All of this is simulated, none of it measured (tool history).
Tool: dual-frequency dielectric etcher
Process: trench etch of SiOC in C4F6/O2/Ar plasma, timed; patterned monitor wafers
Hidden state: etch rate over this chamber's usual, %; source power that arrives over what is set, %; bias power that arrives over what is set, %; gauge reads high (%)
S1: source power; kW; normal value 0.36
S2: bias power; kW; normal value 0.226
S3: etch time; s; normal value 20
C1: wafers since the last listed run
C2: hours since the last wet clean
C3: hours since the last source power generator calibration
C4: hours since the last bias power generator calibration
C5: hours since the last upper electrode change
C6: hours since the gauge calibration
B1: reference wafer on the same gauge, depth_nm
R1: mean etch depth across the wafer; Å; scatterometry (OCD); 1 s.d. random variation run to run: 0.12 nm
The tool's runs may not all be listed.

run 1 hour=0 | S1=0.36 S2=0.185 S3=20 | C1=0 C2=36.1 C3=4585.3 C4=3002.2 C5=2022 C6=39.6 | B1=51.61 | R1=458
run 2 hour=25.4 | S1=0.36 S2=0.185 S3=20 | C1=459 C2=61.5 C3=4610.7 C4=3027.6 C5=2047.4 C6=65 | B1=51.58 | R1=456.8
run 3 hour=38 | S1=0.36 S2=0.226 S3=20 | C1=227 C2=74.1 C3=4623.3 C4=3040.2 C5=2060 C6=77.6 | B1=51.57 | R1=481.6
run 4 hour=61.4 | S1=0.31 S2=0.226 S3=20 | C1=423 C2=97.5 C3=4646.7 C4=3063.6 C5=2083.4 C6=101 | B1=51.59 | R1=456.4
run 5 hour=150.5 | S1=0.36 S2=0.226 S3=20 | C1=1611 C2=186.6 C3=4735.8 C4=3152.7 C5=2172.5 C6=190.1 | B1=51.59 | R1=477.6
-- hour=189.4 source power generator calibrated
run 6 hour=189.9 | S1=0.36 S2=0.226 S3=24 | C1=640 C2=226 C3=0.5 C4=3192.1 C5=2211.9 C6=229.5 | B1=51.61 | R1=576
run 7 hour=202.3 | S1=0.36 S2=0.226 S3=24 | C1=224 C2=238.4 C3=12.9 C4=3204.5 C5=2224.3 C6=241.9 | B1=51.6 | R1=575.4
run 8 hour=248.1 | S1=0.36 S2=0.226 S3=20 | C1=828 C2=284.2 C3=58.7 C4=3250.3 C5=2270.1 C6=287.7 | B1=51.62 | R1=478.8
-- hour=262.8 bias power generator calibrated
run 9 hour=268.2 | S1=0.36 S2=0.242 S3=20 | C1=291 C2=304.3 C3=78.8 C4=5.4 C5=2290.2 C6=307.8 | B1=51.61 | R1=485.6
run 10 hour=303.4 | S1=0.27 S2=0.226 S3=17 | C1=636 C2=339.5 C3=114 C4=40.6 C5=2325.4 C6=343 | B1=51.6 | R1=364.5
run 11 hour=338.2 | S1=0.41 S2=0.226 S3=20 | C1=629 C2=374.3 C3=148.8 C4=75.4 C5=2360.2 C6=377.8 | B1=51.57 | R1=503
run 12 hour=368.8 | S1=0.41 S2=0.197 S3=23.5 | C1=553 C2=404.9 C3=179.4 C4=106 C5=2390.8 C6=408.4 | B1=51.61 | R1=570.8
-- hour=388.2 gauge calibrated
-- hour=393.9 upper electrode replaced
-- hour=412.9 wet clean of the chamber
run 13 hour=413.4 | S1=0.27 S2=0.209 S3=20 | C1=28 C2=0.5 C3=224 C4=150.6 C5=19.5 C6=25.2 | B1=51.59 | R1=422.6
run 14 hour=413.8 | S1=0.3 S2=0.211 S3=22.5 | C1=7 C2=0.9 C3=224.4 C4=151 C5=19.9 C6=25.6 | B1=51.6 | R1=496.7
run 15 hour=436.6 | S1=0.27 S2=0.209 S3=20 | C1=412 C2=23.7 C3=247.2 C4=173.8 C5=42.7 C6=48.4 | B1=51.6 | R1=422.6
run 16 hour=463.9 | S1=0.36 S2=0.226 S3=20 | C1=493 C2=51 C3=274.5 C4=201.1 C5=70 C6=75.7 | B1=51.62 | R1=482.3
run 17 hour=486.3 | S1=0.4 S2=0.256 S3=20 | C1=405 C2=73.4 C3=296.9 C4=223.5 C5=92.4 C6=98.1 | B1=51.57 | R1=520.9
run 18 hour=591 | S1=0.36 S2=0.226 S3=20 | C1=1893 C2=178.1 C3=401.6 C4=328.2 C5=197.1 C6=202.8 | B1=51.6 | R1=481.2

Entry by entry between the runs, the difference in hidden state between the last listed run before and the first listed run after:
Logged between run 5 and run 6: source power generator calibrated (hour 189.4)
  etch rate over this chamber's usual, %: -0.421 -> -0.506
  measured value less the no-hidden-state value, R1: -2 -> -3 Å
Logged between run 8 and run 9: bias power generator calibrated (hour 262.8)
  etch rate over this chamber's usual, %: -0.631 -> -0.674
  measured value less the no-hidden-state value, R1: -3 -> -3.3 Å
Logged between run 12 and run 13: gauge calibrated (hour 388.2); upper electrode replaced (hour 393.9); wet clean of the chamber (hour 412.9)
  etch rate over this chamber's usual, %: -0.89 -> 0.101
  measured value less the no-hidden-state value, R1: -5.1 -> +0.4 Å
